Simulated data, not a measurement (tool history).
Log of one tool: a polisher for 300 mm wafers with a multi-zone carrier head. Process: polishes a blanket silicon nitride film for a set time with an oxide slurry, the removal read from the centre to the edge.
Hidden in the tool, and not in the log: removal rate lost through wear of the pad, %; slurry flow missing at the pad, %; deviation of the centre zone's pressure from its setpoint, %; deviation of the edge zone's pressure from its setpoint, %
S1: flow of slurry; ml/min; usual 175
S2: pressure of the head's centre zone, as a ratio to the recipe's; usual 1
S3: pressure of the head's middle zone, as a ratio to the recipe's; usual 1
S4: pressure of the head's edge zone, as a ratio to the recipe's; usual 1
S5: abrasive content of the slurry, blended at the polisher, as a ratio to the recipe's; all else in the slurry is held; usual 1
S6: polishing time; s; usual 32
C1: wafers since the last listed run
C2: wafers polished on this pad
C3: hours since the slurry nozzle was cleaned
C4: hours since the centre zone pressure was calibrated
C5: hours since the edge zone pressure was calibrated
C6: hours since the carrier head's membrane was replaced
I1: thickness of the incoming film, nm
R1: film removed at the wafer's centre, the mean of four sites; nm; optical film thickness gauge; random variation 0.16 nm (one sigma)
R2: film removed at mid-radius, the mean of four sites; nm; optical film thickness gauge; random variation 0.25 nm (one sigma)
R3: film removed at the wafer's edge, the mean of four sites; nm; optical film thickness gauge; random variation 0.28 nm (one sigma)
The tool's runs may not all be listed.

| run | hour | S1 | S2 | S3 | S4 | S5 | S6 | C1 | C2 | C3 | C4 | C5 | C6 | I1 | R1 | R2 | R3 |
|---|---|---|---|---|---|---|---|---|---|---|---|---|---|---|---|---|---|
| 1 | 0 | 205 | 1 | 1 | 1 | 1 | 32 | 0 | 763 | 715.8 | 752.7 | 1267.2 | 1022.5 | 578.3 | 18.2 | 18.3 | 18.9 |
|  | 10.6 | worn pad replaced by a new one |
| 2 | 11.1 | 205 | 1 | 1 | 1 | 1 | 32 | 97 | 6 | 726.9 | 763.8 | 1278.3 | 1033.6 | 594.3 | 18.9 | 19.1 | 20 |
| 3 | 17.4 | 175 | 1 | 1 | 1 | 1 | 32 | 86 | 93 | 733.2 | 770.1 | 1284.6 | 1039.9 | 589 | 18 | 18.4 | 18.9 |
| 4 | 28 | 175 | 1 | 1 | 1 | 1 | 32 | 145 | 238 | 743.8 | 780.7 | 1295.2 | 1050.5 | 591.6 | 18 | 18.2 | 19.2 |
| 5 | 47.1 | 175 | 1 | 1 | 1 | 1 | 32 | 262 | 501 | 762.9 | 799.8 | 1314.3 | 1069.6 | 599.7 | 17.4 | 18.1 | 18 |
| 6 | 62 | 175 | 1 | 1 | 1 | 1 | 32 | 204 | 706 | 777.8 | 814.7 | 1329.2 | 1084.5 | 582.7 | 17.2 | 17.1 | 18.3 |
|  | 72.3 | worn pad replaced by a new one |
|  | 79.1 | carrier head's membrane replaced by a new one |
| 7 | 79.6 | 175 | 1 | 1 | 1 | 1 | 32 | 118 | 31 | 795.4 | 832.3 | 1346.8 | 0.5 | 584.4 | 17.6 | 17.8 | 19.1 |
| 8 | 84.1 | 175 | 1 | 1 | 1 | 1 | 32 | 61 | 93 | 799.9 | 836.8 | 1351.3 | 5 | 594 | 17.5 | 17.9 | 18.8 |
| 9 | 101.3 | 175 | 1 | 1 | 1 | 1 | 32 | 236 | 330 | 817.1 | 854 | 1368.5 | 22.2 | 584.7 | 17.4 | 17.4 | 18.4 |
| 10 | 120.1 | 175 | 1 | 1 | 1 | 1 | 32 | 258 | 588 | 835.9 | 872.8 | 1387.3 | 41 | 586 | 16.6 | 16.7 | 18.2 |
| 11 | 127.9 | 175 | 1 | 1 | 1 | 0.8 | 24 | 107 | 696 | 843.7 | 880.6 | 1395.1 | 48.8 | 586.7 | 11.3 | 11.5 | 12.2 |
|  | 139.4 | centre zone pressure recalibrated |
|  | 143.6 | slurry nozzle cleaned |
|  | 143.7 | worn pad replaced by a new one |
| 12 | 144.2 | 215 | 1 | 1 | 1 | 1 | 43 | 182 | 7 | 0.6 | 4.8 | 1411.4 | 65.1 | 593.9 | 27.2 | 27.6 | 27.9 |
| 13 | 155.1 | 200 | 1 | 0.88 | 1.04 | 1.2 | 32 | 149 | 157 | 11.5 | 15.7 | 1422.3 | 76 | 595.9 | 21.5 | 19.8 | 22 |
| 14 | 169.7 | 175 | 1 | 1 | 1 | 1.25 | 32 | 200 | 358 | 26.1 | 30.3 | 1436.9 | 90.6 | 583 | 20.8 | 21 | 21.2 |
| 15 | 177.6 | 175 | 1 | 1 | 1 | 1 | 32 | 108 | 466 | 34 | 38.2 | 1444.8 | 98.5 | 579.4 | 19.3 | 19.8 | 20 |
|  | 186.5 | edge zone pressure recalibrated |
| 16 | 189.8 | 215 | 1 | 1 | 1.07 | 1.25 | 23 | 140 | 607 | 46.2 | 50.4 | 3.3 | 110.7 | 599.1 | 15.2 | 15 | 16.1 |
|  | 208.8 | worn pad replaced by a new one |
| 17 | 215.8 | 175 | 1 | 1 | 1 | 1 | 26 | 302 | 96 | 72.2 | 76.4 | 29.3 | 136.7 | 592.5 | 16 | 15.7 | 16.3 |
| 18 | 230.9 | 175 | 1 | 1 | 1 | 1 | 32 | 207 | 303 | 87.3 | 91.5 | 44.4 | 151.8 | 585.1 | 19.5 | 19.3 | 19.8 |
| 19 | 245.4 | 175 | 1 | 1 | 1 | 1 | 32 | 199 | 503 | 101.8 | 106 | 58.9 | 166.3 | 586.8 | 19 | 19 | 19.5 |
| 20 | 260.9 | 175 | 1 | 1 | 1 | 1 | 32 | 213 | 716 | 117.3 | 121.5 | 74.4 | 181.8 | 590.5 | 18.8 | 18.9 | 18.8 |
|  | 271.7 | worn pad replaced by a new one |
| 21 | 288.1 | 175 | 1 | 0.9 | 1 | 1 | 32 | 319 | 225 | 144.5 | 148.7 | 101.6 | 209 | 584.5 | 19.6 | 18.5 | 20 |
| 22 | 294.9 | 175 | 1 | 1.08 | 1 | 1 | 32 | 93 | 318 | 151.3 | 155.5 | 108.4 | 215.8 | 589.8 | 19.7 | 20.5 | 19.9 |

4 ways to go on from here, each from the tool as it stands after run 22. What would each give?
| A | 295.3 | 175 | 1 | 1 | 1 | 1 | 32 | 5 | 324 | 151.7 | 155.9 | 108.8 | 216.2 | 587.3 | ? | ? | ? |
| B | 295.3 | 175 | 0.94 | 1 | 1 | 1 | 25 | 5 | 324 | 151.7 | 155.9 | 108.8 | 216.2 | 587.3 | ? | ? | ? |
| C | 295.3 | 175 | 0.89 | 1 | 1 | 1 | 32 | 5 | 324 | 151.7 | 155.9 | 108.8 | 216.2 | 587.3 | ? | ? | ? |
| D | 295.3 | 175 | 1 | 1.04 | 1 | 0.85 | 32 | 5 | 324 | 151.7 | 155.9 | 108.8 | 216.2 | 587.3 | ? | ? | ? |

| run | R1 | R2 | R3 |
|---|---|---|---|
| A | 19.5 | 19.7 | 20 |
| B | 14.3 | 15.4 | 15.6 |
| C | 17.4 | 19.7 | 20 |
| D | 18.5 | 19.1 | 19 |
Without the tool's hidden state the same runs would have given:
| run | R1 | R2 | R3 |
|---|---|---|---|
| A | 19.8 | 19.9 | 20.3 |
| B | 14.5 | 15.6 | 15.8 |
| C | 17.6 | 19.9 | 20.3 |
| D | 18.8 | 19.4 | 19.2 |

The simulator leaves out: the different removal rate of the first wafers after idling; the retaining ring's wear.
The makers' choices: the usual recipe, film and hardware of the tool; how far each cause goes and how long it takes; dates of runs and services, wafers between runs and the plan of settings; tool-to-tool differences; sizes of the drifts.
